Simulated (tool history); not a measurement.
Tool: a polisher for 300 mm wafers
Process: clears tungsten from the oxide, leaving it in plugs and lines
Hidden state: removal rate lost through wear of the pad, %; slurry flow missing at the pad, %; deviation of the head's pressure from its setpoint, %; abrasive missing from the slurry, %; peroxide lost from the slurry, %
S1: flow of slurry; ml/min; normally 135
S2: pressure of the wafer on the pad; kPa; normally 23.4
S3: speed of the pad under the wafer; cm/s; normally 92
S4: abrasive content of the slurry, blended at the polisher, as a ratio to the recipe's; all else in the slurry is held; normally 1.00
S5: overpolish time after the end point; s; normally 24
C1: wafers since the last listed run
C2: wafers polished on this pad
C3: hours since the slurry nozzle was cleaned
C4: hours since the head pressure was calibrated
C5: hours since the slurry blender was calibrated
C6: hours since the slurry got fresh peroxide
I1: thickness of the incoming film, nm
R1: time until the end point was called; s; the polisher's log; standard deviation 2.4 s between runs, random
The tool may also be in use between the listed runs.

run    hour   S1    S2   S3    S4  S5   C1    C2     C3     C4     C5     C6     I1     R1
  1     0.0  135  23.4   92  1.00  24    0  1667  448.2  320.6   70.7   33.5  406.4  131.3
       33.6  -- head pressure recalibrated
  2    54.6  135  23.4   92  1.00  24  323  1990  502.8   21.0  125.3   88.1  405.1  136.3
       60.3  -- worn pad replaced by a new one
  3   136.8  135  23.4   92  1.00  24  480   469  585.0  103.2  207.5  170.3  396.3  136.2
  4   201.2  135  23.4   92  1.00  24  395   865  649.4  167.6  271.9  234.7  408.5  142.9
  5   238.3  135  23.4   78  1.00  24  227  1093  686.5  204.7  309.0  271.8  405.6  167.2
  6   274.2  135  23.4   78  1.00  24  220  1314  722.4  240.6  344.9  307.7  399.9  169.8
      297.2  -- slurry blender recalibrated
      313.1  -- slurry tank refilled with fresh slurry and peroxide
  7   334.5  135  23.4   92  1.00  24  351  1665  782.7  300.9   37.3   21.4  406.4  134.9
      384.0  -- worn pad replaced by a new one
      417.8  -- slurry nozzle cleaned
      422.8  -- head pressure recalibrated
  8   436.1  135  23.4   92  1.00  24  581   301   18.3   13.3  138.9  123.0  411.1  137.6
  9   506.0  135  23.4   92  1.00  24  429   731   88.2   83.2  208.8  192.9  399.8  139.6
 10   542.9  135  23.4   92  1.00  24  226   957  125.1  120.1  245.7  229.8  405.4  142.3
 11   587.2  135  23.4   92  1.00  24  272  1230  169.4  164.4  290.0  274.1  404.0  140.8
      605.6  -- slurry blender recalibrated
 12   618.3  135  23.4   92  1.00  10  178  1408  200.5  195.5   12.7  305.2  403.5  130.5
 13   648.1  135  23.4   72  1.00  38  183  1591  230.3  225.3   42.5  335.0  406.5  166.0
 14   680.0  135  16.5  118  1.10  13  195  1787  262.2  257.2   74.4  366.9  406.8  130.7
      711.5  -- slurry tank refilled with fresh slurry and peroxide
      724.4  -- worn pad replaced by a new one
 15   737.5  135  23.4   92  1.00  24  322    80  319.7  314.7  131.9   26.0  406.4  136.0
      761.2  -- head pressure recalibrated
 16   766.8  165  23.4  102  1.25  13  167   248  349.0    5.6  161.2   55.3  405.0  111.5
 17   834.4  150  23.4   92  1.00  29  415   663  416.6   73.2  228.8  122.9  403.6  136.9
 18   899.7  135  23.4   92  1.00  24  401  1064  481.9  138.5  294.1  188.2  401.2  141.2
      935.1  -- slurry blender recalibrated
 19   935.5  135  19.3  124  1.00  24  207  1272  517.7  174.3    0.4  224.0  405.5  114.7
 20   980.9  150  23.4   92  1.00  24  278  1551  563.1  219.7   45.8  269.4  403.5  133.4
 21  1043.3  135  23.4   92  1.00  24  383  1934  625.5  282.1  108.2  331.8  404.5  136.0
     1071.2  -- head pressure recalibrated
 22  1093.2  170  23.4   68  0.85  37  294  2228  675.4   22.0  158.1  381.7  408.0  187.5
     1105.0  -- worn pad replaced by a new one
     1107.7  -- slurry tank refilled with fresh slurry and peroxide
 23  1185.4  135  23.4   92  0.75  34  535   488  767.6  114.2  250.3   77.7  399.1  150.8
 24  1242.1  135  20.7   92  1.00  14  348   836  824.3  170.9  307.0  134.4  408.6  163.0
 25  1301.2  135  20.0   92  1.00  24  363  1199  883.4  230.0  366.1  193.5  405.7  167.3
     1333.5  -- slurry blender recalibrated
     1354.2  -- slurry nozzle cleaned
 26  1363.4  170  31.0   64  1.00  24  363  1563    9.2  292.2   29.9  255.7  404.0  149.0

Alternative continuations, all from the tool just after run 26; predict every row:
  A  1363.9  135  23.4  92  1.25  24   3  1566  9.7  292.7  30.4  256.2  403.6   ?
  B  1363.9  135  23.4  92  0.90  24   3  1566  9.7  292.7  30.4  256.2  403.6   ?
  C  1363.9  160  29.0  92  1.00  24   3  1566  9.7  292.7  30.4  256.2  403.6   ?
  D  1363.9  100  23.4  92  0.90  24   3  1566  9.7  292.7  30.4  256.2  403.6   ?

run     R1
  A  124.7
  B  136.3
  C  110.3
  D  146.7
Had the tool no hidden state, the same runs would have come out as:
run     R1
  A  123.3
  B  134.8
  C  109.0
  D  145.1

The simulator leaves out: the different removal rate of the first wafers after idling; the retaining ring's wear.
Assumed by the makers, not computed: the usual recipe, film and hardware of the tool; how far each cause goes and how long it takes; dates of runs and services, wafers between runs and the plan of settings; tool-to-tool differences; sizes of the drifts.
